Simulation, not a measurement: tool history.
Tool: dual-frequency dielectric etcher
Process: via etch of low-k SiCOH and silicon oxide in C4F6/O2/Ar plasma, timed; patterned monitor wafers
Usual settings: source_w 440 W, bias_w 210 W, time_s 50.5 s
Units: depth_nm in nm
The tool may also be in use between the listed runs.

run    hour  source_w  bias_w  time_s  wafers since the last listed run  hours since the last wet clean  hours since the last source power generator calibration  hours since the last bias power generator calibration  hours since the last upper electrode change  hours since the gauge calibration  read-back reference wafer on the same gauge, depth_nm  depth_nm
  1     0.0       440     210    58.0                                 0                           729.6                                                   2847.5                                                 1705.5                                       4237.5                              507.4                                                  126.9     154.4
       56.5  -- wet clean of the chamber
  2    57.0       440     210    58.0                               520                             0.5                                                   2904.5                                                 1762.5                                       4294.5                              564.4                                                  126.9     154.5
  3   109.6       440     210    50.5                               829                            53.1                                                   2957.1                                                 1815.1                                       4347.1                              617.0                                                  126.9     135.2
  4   211.2       440     210    50.5                              1601                           154.7                                                   3058.7                                                 1916.7                                       4448.7                              718.6                                                  127.1     133.6
  5   271.6       440     210    50.5                               952                           215.1                                                   3119.1                                                 1977.1                                       4509.1                              779.0                                                  126.7     136.3
  6   354.8       440     210    50.5                              1311                           298.3                                                   3202.3                                                 2060.3                                       4592.3                              862.2                                                  127.1     133.1
  7   451.0       440     210    50.5                              1516                           394.5                                                   3298.5                                                 2156.5                                       4688.5                              958.4                                                  126.9     134.1
  8   547.1       440     210    50.5                              1515                           490.6                                                   3394.6                                                 2252.6                                       4784.6                             1054.5                                                  127.3     133.8
  9   616.4       440     210    50.5                              1092                           559.9                                                   3463.9                                                 2321.9                                       4853.9                             1123.8                                                  127.3     135.3
 10   664.4       440     210    50.5                               756                           607.9                                                   3511.9                                                 2369.9                                       4901.9                             1171.8                                                  127.0     134.7
      787.0  -- wet clean of the chamber
      814.6  -- upper electrode replaced
 11   880.1       540     188    38.0                              2644                            93.1                                                   3727.6                                                 2585.6                                         65.5                             1387.5                                                  127.2     111.0
 12   967.2       340     210    50.5                              1373                           180.2                                                   3814.7                                                 2672.7                                        152.6                             1474.6                                                  126.8     114.1
 13  1057.0       440     210    50.5                              1415                           270.0                                                   3904.5                                                 2762.5                                        242.4                             1564.4                                                  127.3     134.0
     1325.3  -- source power generator calibrated
     1335.8  -- bias power generator calibrated
 14  1343.1       500     225    65.5                              4384                           556.1                                                     17.8                                                    7.3                                        528.5                             1850.5                                                  127.1     193.2
 15  1411.5       440     247    50.5                              1078                           624.5                                                     86.2                                                   75.7                                        596.9                             1918.9                                                  127.0     139.9
 16  1469.2       490     210    56.0                               909                           682.2                                                    143.9                                                  133.4                                        654.6                             1976.6                                                  127.1     158.0
 17  1551.3       470     196    57.0                              1294                           764.3                                                    226.0                                                  215.5                                        736.7                             2058.7                                                  127.1     154.9
     1588.5  -- wet clean of the chamber
 18  1591.1       440     210    50.5                               249                             2.6                                                    265.8                                                  255.3                                        776.5                             2098.5                                                  126.8     134.3
 19  1631.8       440     210    50.5                               641                            43.3                                                    306.5                                                  296.0                                        817.2                             2139.2                                                  126.8     134.5
 20  1671.4       330     210    50.5                               624                            82.9                                                    346.1                                                  335.6                                        856.8                             2178.8                                                  127.0     109.7
     1808.1  -- gauge calibrated
 21  1896.3       340     174    63.0                              3546                           307.8                                                    571.0                                                  560.5                                       1081.7                               88.2                                                  126.6     133.9
 22  1981.0       440     196    39.5                              1335                           392.5                                                    655.7                                                  645.2                                       1166.4                              172.9                                                  127.0     103.1
 23  2027.0       440     210    50.5                               725                           438.5                                                    701.7                                                  691.2                                       1212.4                              218.9                                                  126.9     134.3
 24  2096.2       380     259    42.5                              1091                           507.7                                                    770.9                                                  760.4                                       1281.6                              288.1                                                  127.1     109.3
     2227.9  -- wet clean of the chamber
 25  2332.6       380     259    42.5                              3349                           104.7                                                   1007.3                                                  996.8                                       1518.0                              524.5                                                  127.0     109.6
 26  2379.2       530     246    62.5                               734                           151.3                                                   1053.9                                                 1043.4                                       1564.6                              571.1                                                  127.0     194.9
 27  2453.9       440     210    61.5                              1177                           226.0                                                   1128.6                                                 1118.1                                       1639.3                              645.8                                                  126.9     164.6
 28  2527.1       440     241    50.5                              1154                           299.2                                                   1201.8                                                 1191.3                                       1712.5                              719.0                                                  126.9     139.1

Forecast each of these 5 alternatives for the next run:
  A  2527.5       440     210    50.5                                 6                           299.6                                                   1202.2                                                 1191.7                                       1712.9                              719.4                                                      ?         ?
  B  2527.5       550     193    46.5                                 6                           299.6                                                   1202.2                                                 1191.7                                       1712.9                              719.4                                                      ?         ?
  C  2527.5       440     231    50.5                                 6                           299.6                                                   1202.2                                                 1191.7                                       1712.9                              719.4                                                      ?         ?
  D  2527.5       440     190    50.5                                 6                           299.6                                                   1202.2                                                 1191.7                                       1712.9                              719.4                                                      ?         ?
  E  2527.5       490     258    41.5                                 6                           299.6                                                   1202.2                                                 1191.7                                       1712.9                              719.4                                                      ?         ?

run  read-back reference wafer on the same gauge, depth_nm  depth_nm
  A                                                  126.7     134.9
  B                                                  126.7     138.2
  C                                                  126.7     138.7
  D                                                  126.7     131.1
  E                                                  126.7     125.7
Without the tool's hidden state the same runs would have given:
run  depth_nm
  A     134.9
  B     138.2
  C     138.7
  D     131.1
  E     125.7
